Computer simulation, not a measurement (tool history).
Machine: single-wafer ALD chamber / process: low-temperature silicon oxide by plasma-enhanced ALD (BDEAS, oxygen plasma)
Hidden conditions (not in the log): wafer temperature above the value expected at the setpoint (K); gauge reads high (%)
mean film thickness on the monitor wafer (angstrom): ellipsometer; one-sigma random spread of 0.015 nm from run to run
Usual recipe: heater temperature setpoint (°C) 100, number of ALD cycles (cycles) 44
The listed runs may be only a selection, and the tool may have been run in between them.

| run | hour | heater temperature setpoint (°C) | number of ALD cycles (cycles) | wafers since the last listed run | hours since the last thermocouple change | hours since the gauge calibration | read-back reference wafer on the same gauge, thickness_nm | mean film thickness on the monitor wafer (angstrom) |
|---|---|---|---|---|---|---|---|---|
| 1 | 0 | 104 | 38 | 0 | 1084.4 | 132.8 | 4.76 | 50.36 |
| 2 | 7.9 | 100 | 44 | 57 | 1092.3 | 140.7 | 4.761 | 59.28 |
| 3 | 15.6 | 103 | 51 | 55 | 1100 | 148.4 | 4.758 | 68.08 |
| 4 | 29.5 | 103 | 51 | 100 | 1113.9 | 162.3 | 4.762 | 67.86 |
| 5 | 37.7 | 103 | 51 | 59 | 1122.1 | 170.5 | 4.758 | 67.66 |
| 6 | 50.2 | 88 | 50 | 90 | 1134.6 | 183 | 4.761 | 70.65 |
| 7 | 56.5 | 100 | 44 | 45 | 1140.9 | 189.3 | 4.76 | 59.32 |
| 8 | 108.3 | 100 | 44 | 375 | 1192.7 | 241.1 | 4.759 | 59.7 |
| 9 | 117.3 | 100 | 44 | 65 | 1201.7 | 250.1 | 4.758 | 59.57 |
| 10 | 124.8 | 100 | 44 | 54 | 1209.2 | 257.6 | 4.76 | 59.63 |
| 11 | 132.8 | 100 | 44 | 57 | 1217.2 | 265.6 | 4.761 | 59.65 |
| 12 | 141.2 | 100 | 44 | 60 | 1225.6 | 274 | 4.761 | 59.5 |
| 13 | 158.9 | 100 | 44 | 128 | 1243.3 | 291.7 | 4.76 | 59.44 |
| 14 | 174.5 | 100 | 44 | 113 | 1258.9 | 307.3 | 4.762 | 59.56 |
| 15 | 182 | 100 | 44 | 54 | 1266.4 | 314.8 | 4.76 | 59.89 |
| 16 | 209.9 | 100 | 44 | 202 | 1294.3 | 342.7 | 4.761 | 59.69 |
| 17 | 224.2 | 97 | 38 | 103 | 1308.6 | 357 | 4.762 | 52.27 |
| 18 | 230.9 | 100 | 44 | 48 | 1315.3 | 363.7 | 4.76 | 59.72 |
| 19 | 237.1 | 100 | 44 | 44 | 1321.5 | 369.9 | 4.758 | 59.81 |
| 20 | 251.9 | 100 | 44 | 107 | 1336.3 | 384.7 | 4.76 | 59.65 |
| 21 | 264.5 | 96 | 44 | 91 | 1348.9 | 397.3 | 4.759 | 60.75 |
| 22 | 316 | 96 | 44 | 373 | 1400.4 | 448.8 | 4.763 | 60.59 |
| 23 | 332.1 | 100 | 44 | 116 | 1416.5 | 464.9 | 4.761 | 59.97 |
| 24 | 339 | 111 | 44 | 50 | 1423.4 | 471.8 | 4.76 | 58.09 |
|  | 341.7 | gauge calibrated |
| 25 | 350.2 | 92 | 50 | 81 | 1434.6 | 8.5 | 4.76 | 70.23 |
| 26 | 364.5 | 100 | 44 | 103 | 1448.9 | 22.8 | 4.761 | 60.02 |
| 27 | 373.8 | 107 | 47 | 67 | 1458.2 | 32.1 | 4.76 | 62.35 |
| 28 | 388.5 | 100 | 44 | 106 | 1472.9 | 46.8 | 4.761 | 59.95 |
|  | 408.1 | thermocouple changed; heater temperature recalibrated |
| 29 | 408.6 | 96 | 36 | 87 | 0.5 | 66.9 | 4.758 | 48.75 |
| 30 | 411.1 | 100 | 44 | 18 | 3 | 69.4 | 4.76 | 58.69 |
| 31 | 420.3 | 100 | 44 | 66 | 12.2 | 78.6 | 4.759 | 58.76 |
| 32 | 432.8 | 96 | 38 | 90 | 24.7 | 91.1 | 4.761 | 51.31 |
| 33 | 444.2 | 111 | 48 | 82 | 36.1 | 102.5 | 4.761 | 62.2 |
| 34 | 457.4 | 100 | 42 | 95 | 49.3 | 115.7 | 4.761 | 55.72 |

Expected results for the next run?
| 35 | 470.4 | 100 | 44 | 94 | 62.3 | 128.7 | ? | ? |

read-back reference wafer on the same gauge, thickness_nm: 4.762
mean film thickness on the monitor wafer (angstrom): 58.66
If the tool had no hidden condition, the same run with the same run-to-run variation would have returned mean film thickness on the monitor wafer (angstrom) 58.67.
